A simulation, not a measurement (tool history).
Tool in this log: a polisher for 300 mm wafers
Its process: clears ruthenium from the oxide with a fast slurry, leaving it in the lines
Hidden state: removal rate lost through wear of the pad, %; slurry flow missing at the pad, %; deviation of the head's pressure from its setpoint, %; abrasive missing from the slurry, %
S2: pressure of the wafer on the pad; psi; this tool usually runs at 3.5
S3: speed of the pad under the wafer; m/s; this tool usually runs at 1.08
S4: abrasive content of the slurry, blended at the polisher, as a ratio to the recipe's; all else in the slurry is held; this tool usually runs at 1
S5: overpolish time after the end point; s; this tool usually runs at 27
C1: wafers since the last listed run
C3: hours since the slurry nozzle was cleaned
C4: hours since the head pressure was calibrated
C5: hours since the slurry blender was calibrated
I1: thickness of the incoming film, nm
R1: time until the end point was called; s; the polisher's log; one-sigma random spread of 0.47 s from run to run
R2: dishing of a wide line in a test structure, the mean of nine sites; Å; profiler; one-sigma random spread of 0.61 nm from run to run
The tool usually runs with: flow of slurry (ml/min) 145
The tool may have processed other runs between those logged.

run 1 hour=0 | flow_of_slurry_(ml/min)=145 S2=3.5 S3=1.08 S4=1 S5=27 | C1=0 wafers_polished_on_this_pad=1786 C3=3.7 C4=377.5 C5=84.9 | I1=261.1 | R1=57.6 R2=482
run 2 hour=28.2 | flow_of_slurry_(ml/min)=145 S2=3.5 S3=1.22 S4=1 S5=27 | C1=319 wafers_polished_on_this_pad=2105 C3=31.9 C4=405.7 C5=113.1 | I1=262.5 | R1=50.7 R2=504
run 3 hour=70.9 | flow_of_slurry_(ml/min)=145 S2=3.5 S3=1.22 S4=1 S5=27 | C1=484 wafers_polished_on_this_pad=2590 C3=74.6 C4=448.4 C5=155.8 | I1=256.4 | R1=49.6 R2=502
run 4 hour=132.3 | flow_of_slurry_(ml/min)=145 S2=3.5 S3=1.22 S4=1 S5=27 | C1=696 wafers_polished_on_this_pad=3286 C3=136 C4=509.8 C5=217.2 | I1=262.3 | R1=50.6 R2=499
run 5 hour=181.9 | flow_of_slurry_(ml/min)=170 S2=3.5 S3=1.08 S4=1 S5=27 | C1=562 wafers_polished_on_this_pad=3848 C3=185.6 C4=559.4 C5=266.8 | I1=261.4 | R1=55.5 R2=479
-- hour=206.6 worn pad replaced by a new one
run 6 hour=210.1 | flow_of_slurry_(ml/min)=170 S2=3.5 S3=1.08 S4=1 S5=27 | C1=274 wafers_polished_on_this_pad=39 C3=213.8 C4=587.6 C5=295 | I1=260.1 | R1=55.8 R2=480
run 7 hour=261.5 | flow_of_slurry_(ml/min)=145 S2=3.5 S3=1.08 S4=1 S5=27 | C1=582 wafers_polished_on_this_pad=622 C3=265.2 C4=639 C5=346.4 | I1=260.9 | R1=56.7 R2=481
-- hour=291.1 slurry nozzle cleaned
run 8 hour=308.5 | flow_of_slurry_(ml/min)=145 S2=3.5 S3=1.08 S4=1 S5=27 | C1=521 wafers_polished_on_this_pad=1144 C3=17.4 C4=686 C5=393.4 | I1=262.8 | R1=58 R2=484
run 9 hour=372.1 | flow_of_slurry_(ml/min)=145 S2=3.5 S3=1.08 S4=1 S5=27 | C1=720 wafers_polished_on_this_pad=1865 C3=81 C4=749.6 C5=457 | I1=264 | R1=57.6 R2=486
-- hour=381.3 slurry blender recalibrated
run 10 hour=428 | flow_of_slurry_(ml/min)=145 S2=3.5 S3=1.08 S4=1 S5=36 | C1=611 wafers_polished_on_this_pad=2476 C3=136.9 C4=805.5 C5=46.7 | I1=259.9 | R1=56.7 R2=526
run 11 hour=471.2 | flow_of_slurry_(ml/min)=145 S2=3.5 S3=1.08 S4=1 S5=36 | C1=489 wafers_polished_on_this_pad=2965 C3=180.1 C4=848.7 C5=89.9 | I1=258.4 | R1=56.7 R2=525
-- hour=525.3 worn pad replaced by a new one
run 12 hour=540.7 | flow_of_slurry_(ml/min)=145 S2=3.5 S3=1.08 S4=1 S5=36 | C1=742 wafers_polished_on_this_pad=174 C3=249.6 C4=918.2 C5=159.4 | I1=260.5 | R1=56.8 R2=513
run 13 hour=612 | flow_of_slurry_(ml/min)=145 S2=2.5 S3=1.08 S4=1.25 S5=20 | C1=808 wafers_polished_on_this_pad=982 C3=320.9 C4=989.5 C5=230.7 | I1=262 | R1=65.8 R2=397
-- hour=626.2 head pressure recalibrated
-- hour=665.1 slurry nozzle cleaned
run 14 hour=669.1 | flow_of_slurry_(ml/min)=145 S2=3.5 S3=1.08 S4=1 S5=27 | C1=613 wafers_polished_on_this_pad=1596 C3=4 C4=42.9 C5=287.8 | I1=260.1 | R1=55.8 R2=483
run 15 hour=698.6 | flow_of_slurry_(ml/min)=100 S2=2.4 S3=0.72 S4=1 S5=21 | C1=334 wafers_polished_on_this_pad=1930 C3=33.5 C4=72.4 C5=317.3 | I1=260.4 | R1=122.8 R2=271
run 16 hour=768.9 | flow_of_slurry_(ml/min)=145 S2=3.5 S3=1.08 S4=0.75 S5=27 | C1=796 wafers_polished_on_this_pad=2727 C3=103.8 C4=142.7 C5=387.6 | I1=255.5 | R1=71.3 R2=439
run 17 hour=794.5 | flow_of_slurry_(ml/min)=145 S2=3.5 S3=1.08 S4=1 S5=14 | C1=290 wafers_polished_on_this_pad=3017 C3=129.4 C4=168.3 C5=413.2 | I1=258.1 | R1=57.2 R2=345
-- hour=797.5 slurry blender recalibrated
-- hour=834.7 worn pad replaced by a new one
run 18 hour=957.3 | flow_of_slurry_(ml/min)=145 S2=3.5 S3=1.08 S4=1 S5=27 | C1=1777 wafers_polished_on_this_pad=1389 C3=292.2 C4=331.1 C5=159.8 | I1=259.3 | R1=56.9 R2=495
-- hour=1004.4 slurry nozzle cleaned
run 19 hour=1020.3 | flow_of_slurry_(ml/min)=145 S2=3.5 S3=1.08 S4=1 S5=27 | C1=702 wafers_polished_on_this_pad=2092 C3=15.9 C4=394.1 C5=222.8 | I1=262.8 | R1=57.5 R2=484
run 20 hour=1088.8 | flow_of_slurry_(ml/min)=185 S2=3.5 S3=1.42 S4=1 S5=43 | C1=776 wafers_polished_on_this_pad=2868 C3=84.4 C4=462.6 C5=291.3 | I1=260 | R1=40.7 R2=563
run 21 hour=1131.9 | flow_of_slurry_(ml/min)=145 S2=3.5 S3=1.08 S4=1 S5=27 | C1=488 wafers_polished_on_this_pad=3357 C3=127.5 C4=505.7 C5=334.4 | I1=259 | R1=56.2 R2=485
run 22 hour=1172.8 | flow_of_slurry_(ml/min)=180 S2=3.5 S3=1.08 S4=1 S5=27 | C1=463 wafers_polished_on_this_pad=3821 C3=168.4 C4=546.6 C5=375.3 | I1=258.3 | R1=54.4 R2=491
-- hour=1193.8 worn pad replaced by a new one
run 23 hour=1211.6 | flow_of_slurry_(ml/min)=145 S2=3.5 S3=1.08 S4=1 S5=27 | C1=394 wafers_polished_on_this_pad=202 C3=207.2 C4=585.4 C5=414.1 | I1=259.8 | R1=56.9 R2=486
-- hour=1214.7 slurry blender recalibrated
run 24 hour=1265.2 | flow_of_slurry_(ml/min)=145 S2=3.5 S3=1.08 S4=1 S5=27 | C1=584 wafers_polished_on_this_pad=787 C3=260.8 C4=639 C5=50.5 | I1=263.3 | R1=57.1 R2=479
run 25 hour=1332.1 | flow_of_slurry_(ml/min)=165 S2=4.1 S3=1.08 S4=1 S5=27 | C1=758 wafers_polished_on_this_pad=1545 C3=327.7 C4=705.9 C5=117.4 | I1=255.4 | R1=48.7 R2=514
-- hour=1376.2 slurry nozzle cleaned
run 26 hour=1401.6 | flow_of_slurry_(ml/min)=145 S2=3.5 S3=0.78 S4=1 S5=33 | C1=776 wafers_polished_on_this_pad=2322 C3=25.4 C4=775.4 C5=186.9 | I1=259.3 | R1=79.5 R2=458
run 27 hour=1456.8 | flow_of_slurry_(ml/min)=125 S2=3.5 S3=1.08 S4=1 S5=27 | C1=625 wafers_polished_on_this_pad=2947 C3=80.6 C4=830.6 C5=242.1 | I1=260.4 | R1=58.4 R2=481
-- hour=1523.1 worn pad replaced by a new one
run 28 hour=1543 | flow_of_slurry_(ml/min)=145 S2=3.5 S3=1.26 S4=1 S5=18 | C1=931 wafers_polished_on_this_pad=225 C3=166.8 C4=916.8 C5=328.3 | I1=256.6 | R1=48.1 R2=441

List, for all runs, the conditions of the tool that the log does not record:
removal rate lost through wear of the pad, %: 0 across all the runs
slurry flow missing at the pad, %: 0 across all the runs
deviation of the head's pressure from its setpoint, %: 0 across all the runs
abrasive missing from the slurry, %: 0 across all the runs

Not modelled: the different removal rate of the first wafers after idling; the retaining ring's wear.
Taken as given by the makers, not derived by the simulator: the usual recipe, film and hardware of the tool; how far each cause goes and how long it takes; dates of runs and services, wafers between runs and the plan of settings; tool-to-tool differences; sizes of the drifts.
